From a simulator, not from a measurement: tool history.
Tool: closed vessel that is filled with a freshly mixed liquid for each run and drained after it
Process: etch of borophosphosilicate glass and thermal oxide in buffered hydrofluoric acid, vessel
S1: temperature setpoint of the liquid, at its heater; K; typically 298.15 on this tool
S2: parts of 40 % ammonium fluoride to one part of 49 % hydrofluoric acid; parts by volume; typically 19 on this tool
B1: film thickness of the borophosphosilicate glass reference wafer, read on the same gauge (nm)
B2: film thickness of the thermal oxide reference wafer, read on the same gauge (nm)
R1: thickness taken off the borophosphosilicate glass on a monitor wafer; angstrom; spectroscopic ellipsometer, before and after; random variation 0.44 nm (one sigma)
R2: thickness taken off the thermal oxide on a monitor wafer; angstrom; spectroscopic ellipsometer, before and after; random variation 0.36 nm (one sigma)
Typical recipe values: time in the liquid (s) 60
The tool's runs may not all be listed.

{"run": 1, "hour": 0.0, "S1": 296.65, "S2": 19, "time in the liquid (s)": 60, "B1": 109.98, "B2": 130.02, "R1": 412.8, "R2": 329.5}
{"run": 2, "hour": 25.7, "S1": 296.65, "S2": 19, "time in the liquid (s)": 60, "B1": 110, "B2": 130.02, "R1": 409.1, "R2": 327}
{"run": 3, "hour": 109.8, "S1": 298.15, "S2": 24.5, "time in the liquid (s)": 80, "B1": 109.99, "B2": 130, "R1": 483.6, "R2": 402.7}
{"run": 4, "hour": 136.0, "S1": 298.15, "S2": 24.5, "time in the liquid (s)": 80, "B1": 109.99, "B2": 130.01, "R1": 491.8, "R2": 391}
{"run": 5, "hour": 165.0, "S1": 298.15, "S2": 24.5, "time in the liquid (s)": 80, "B1": 109.97, "B2": 129.99, "R1": 493.8, "R2": 393.6}
{"run": 6, "hour": 199.6, "S1": 298.15, "S2": 22, "time in the liquid (s)": 35, "B1": 110.01, "B2": 129.99, "R1": 233.4, "R2": 185.1}
{"hour": 199.8, "done": "gauge calibrated"}
{"run": 7, "hour": 216.5, "S1": 296.15, "S2": 13.5, "time in the liquid (s)": 90, "B1": 109.99, "B2": 130.01, "R1": 843.7, "R2": 660.4}
{"run": 8, "hour": 247.5, "S1": 298.15, "S2": 19, "time in the liquid (s)": 60, "B1": 110.03, "B2": 130.01, "R1": 448.2, "R2": 353.5}
{"run": 9, "hour": 292.1, "S1": 298.15, "S2": 19, "time in the liquid (s)": 60, "B1": 110.01, "B2": 130.01, "R1": 451.3, "R2": 353.4}
{"run": 10, "hour": 307.9, "S1": 302.65, "S2": 16, "time in the liquid (s)": 45, "B1": 110.01, "B2": 130, "R1": 506.8, "R2": 395.7}
{"hour": 329.0, "done": "thermometer replaced"}
{"run": 11, "hour": 332.6, "S1": 298.15, "S2": 19, "time in the liquid (s)": 60, "B1": 110.04, "B2": 129.99, "R1": 448.8, "R2": 362.7}
{"hour": 350.8, "done": "hydrofluoric acid flow meter replaced"}
{"run": 12, "hour": 364.4, "S1": 301.15, "S2": 19, "time in the liquid (s)": 70, "B1": 109.99, "B2": 130.01, "R1": 620.8, "R2": 488.9}

What does the tool deliver on the next run?
{"run": 13, "hour": 395.3, "S1": 294.15, "S2": 19, "time in the liquid (s)": 60, "B1": "?", "B2": "?", "R1": "?", "R2": "?"}

B1: 109.99
B2: 130.01
R1: 362 angstrom
R2: 285.2 angstrom
Were there no unlogged condition in the tool, this run, its random variation unchanged, would have produced R1 362 angstrom, R2 285.2 angstrom.

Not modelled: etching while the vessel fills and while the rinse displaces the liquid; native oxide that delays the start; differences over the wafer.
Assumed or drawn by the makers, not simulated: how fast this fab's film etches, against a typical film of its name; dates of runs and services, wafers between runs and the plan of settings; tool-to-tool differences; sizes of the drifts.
